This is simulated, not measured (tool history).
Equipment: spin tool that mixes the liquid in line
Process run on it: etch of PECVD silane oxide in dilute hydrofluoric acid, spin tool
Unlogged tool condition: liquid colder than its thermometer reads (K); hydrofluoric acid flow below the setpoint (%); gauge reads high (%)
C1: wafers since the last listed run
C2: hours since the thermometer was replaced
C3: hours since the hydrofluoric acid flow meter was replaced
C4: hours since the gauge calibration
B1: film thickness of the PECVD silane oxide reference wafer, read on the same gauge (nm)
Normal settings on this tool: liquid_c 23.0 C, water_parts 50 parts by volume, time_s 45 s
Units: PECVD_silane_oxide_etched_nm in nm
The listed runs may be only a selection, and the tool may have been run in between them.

{"run": 1, "hour": 0.0, "liquid_c": 25.0, "water_parts": 30, "time_s": 45, "C1": 0, "C2": 507.5, "C3": 1462.0, "C4": 161.9, "B1": 149.99, "PECVD_silane_oxide_etched_nm": 32.9}
{"run": 2, "hour": 26.2, "liquid_c": 25.0, "water_parts": 30, "time_s": 45, "C1": 342, "C2": 533.7, "C3": 1488.2, "C4": 188.1, "B1": 149.93, "PECVD_silane_oxide_etched_nm": 32.1}
{"run": 3, "hour": 42.6, "liquid_c": 25.0, "water_parts": 30, "time_s": 45, "C1": 214, "C2": 550.1, "C3": 1504.6, "C4": 204.5, "B1": 149.99, "PECVD_silane_oxide_etched_nm": 32.01}
{"run": 4, "hour": 60.5, "liquid_c": 23.0, "water_parts": 50, "time_s": 45, "C1": 233, "C2": 568.0, "C3": 1522.5, "C4": 222.4, "B1": 149.96, "PECVD_silane_oxide_etched_nm": 17.07}
{"run": 5, "hour": 75.7, "liquid_c": 23.0, "water_parts": 30, "time_s": 45, "C1": 198, "C2": 583.2, "C3": 1537.7, "C4": 237.6, "B1": 149.96, "PECVD_silane_oxide_etched_nm": 29.17}
{"run": 6, "hour": 87.7, "liquid_c": 23.0, "water_parts": 30, "time_s": 45, "C1": 156, "C2": 595.2, "C3": 1549.7, "C4": 249.6, "B1": 149.99, "PECVD_silane_oxide_etched_nm": 29.33}
{"run": 7, "hour": 105.6, "liquid_c": 23.0, "water_parts": 50, "time_s": 45, "C1": 233, "C2": 613.1, "C3": 1567.6, "C4": 267.5, "B1": 150.02, "PECVD_silane_oxide_etched_nm": 17.15}
{"hour": 105.9, "done": "gauge calibrated"}
{"run": 8, "hour": 122.7, "liquid_c": 23.0, "water_parts": 50, "time_s": 45, "C1": 223, "C2": 630.2, "C3": 1584.7, "C4": 16.8, "B1": 150.03, "PECVD_silane_oxide_etched_nm": 17.04}
{"run": 9, "hour": 129.9, "liquid_c": 23.0, "water_parts": 50, "time_s": 45, "C1": 94, "C2": 637.4, "C3": 1591.9, "C4": 24.0, "B1": 150.01, "PECVD_silane_oxide_etched_nm": 17.04}
{"hour": 131.9, "done": "thermometer replaced"}
{"run": 10, "hour": 146.5, "liquid_c": 23.0, "water_parts": 50, "time_s": 45, "C1": 203, "C2": 14.6, "C3": 1608.5, "C4": 40.6, "B1": 150.0, "PECVD_silane_oxide_etched_nm": 19.1}
{"run": 11, "hour": 155.8, "liquid_c": 19.5, "water_parts": 50, "time_s": 45, "C1": 121, "C2": 23.9, "C3": 1617.8, "C4": 49.9, "B1": 149.98, "PECVD_silane_oxide_etched_nm": 15.99}
{"run": 12, "hour": 169.2, "liquid_c": 24.5, "water_parts": 40, "time_s": 60, "C1": 175, "C2": 37.3, "C3": 1631.2, "C4": 63.3, "B1": 149.99, "PECVD_silane_oxide_etched_nm": 34.45}
{"run": 13, "hour": 175.4, "liquid_c": 21.0, "water_parts": 70, "time_s": 55, "C1": 81, "C2": 43.5, "C3": 1637.4, "C4": 69.5, "B1": 150.01, "PECVD_silane_oxide_etched_nm": 14.71}
{"run": 14, "hour": 192.8, "liquid_c": 21.0, "water_parts": 50, "time_s": 25, "C1": 227, "C2": 60.9, "C3": 1654.8, "C4": 86.9, "B1": 149.95, "PECVD_silane_oxide_etched_nm": 9.53}
{"run": 15, "hour": 199.0, "liquid_c": 23.0, "water_parts": 50, "time_s": 45, "C1": 81, "C2": 67.1, "C3": 1661.0, "C4": 93.1, "B1": 150.02, "PECVD_silane_oxide_etched_nm": 18.72}
{"hour": 205.1, "done": "hydrofluoric acid flow meter replaced"}
{"run": 16, "hour": 210.9, "liquid_c": 23.0, "water_parts": 50, "time_s": 45, "C1": 142, "C2": 79.0, "C3": 5.8, "C4": 105.0, "B1": 149.99, "PECVD_silane_oxide_etched_nm": 18.71}
{"run": 17, "hour": 240.0, "liquid_c": 27.5, "water_parts": 40, "time_s": 50, "C1": 380, "C2": 108.1, "C3": 34.9, "C4": 134.1, "B1": 149.97, "PECVD_silane_oxide_etched_nm": 31.43}
{"run": 18, "hour": 247.9, "liquid_c": 19.0, "water_parts": 75, "time_s": 25, "C1": 103, "C2": 116.0, "C3": 42.8, "C4": 142.0, "B1": 150.0, "PECVD_silane_oxide_etched_nm": 5.65}
{"run": 19, "hour": 260.0, "liquid_c": 19.0, "water_parts": 40, "time_s": 70, "C1": 158, "C2": 128.1, "C3": 54.9, "C4": 154.1, "B1": 150.0, "PECVD_silane_oxide_etched_nm": 30.79}
{"run": 20, "hour": 272.9, "liquid_c": 23.0, "water_parts": 35, "time_s": 45, "C1": 168, "C2": 141.0, "C3": 67.8, "C4": 167.0, "B1": 150.04, "PECVD_silane_oxide_etched_nm": 26.7}
{"run": 21, "hour": 279.1, "liquid_c": 20.5, "water_parts": 60, "time_s": 25, "C1": 81, "C2": 147.2, "C3": 74.0, "C4": 173.2, "B1": 150.06, "PECVD_silane_oxide_etched_nm": 7.65}

Estimate the outcome of run 22 from the log above:
{"run": 22, "hour": 293.4, "liquid_c": 21.0, "water_parts": 50, "time_s": 25, "C1": 186, "C2": 161.5, "C3": 88.3, "C4": 187.5, "B1": "?", "PECVD_silane_oxide_etched_nm": "?"}

{"run 22": {"B1": 149.98, "PECVD_silane_oxide_etched_nm": 9.4}}
With the hidden condition absent and the run-to-run variation left alone, this run would have shown PECVD_silane_oxide_etched_nm 9.86 nm.

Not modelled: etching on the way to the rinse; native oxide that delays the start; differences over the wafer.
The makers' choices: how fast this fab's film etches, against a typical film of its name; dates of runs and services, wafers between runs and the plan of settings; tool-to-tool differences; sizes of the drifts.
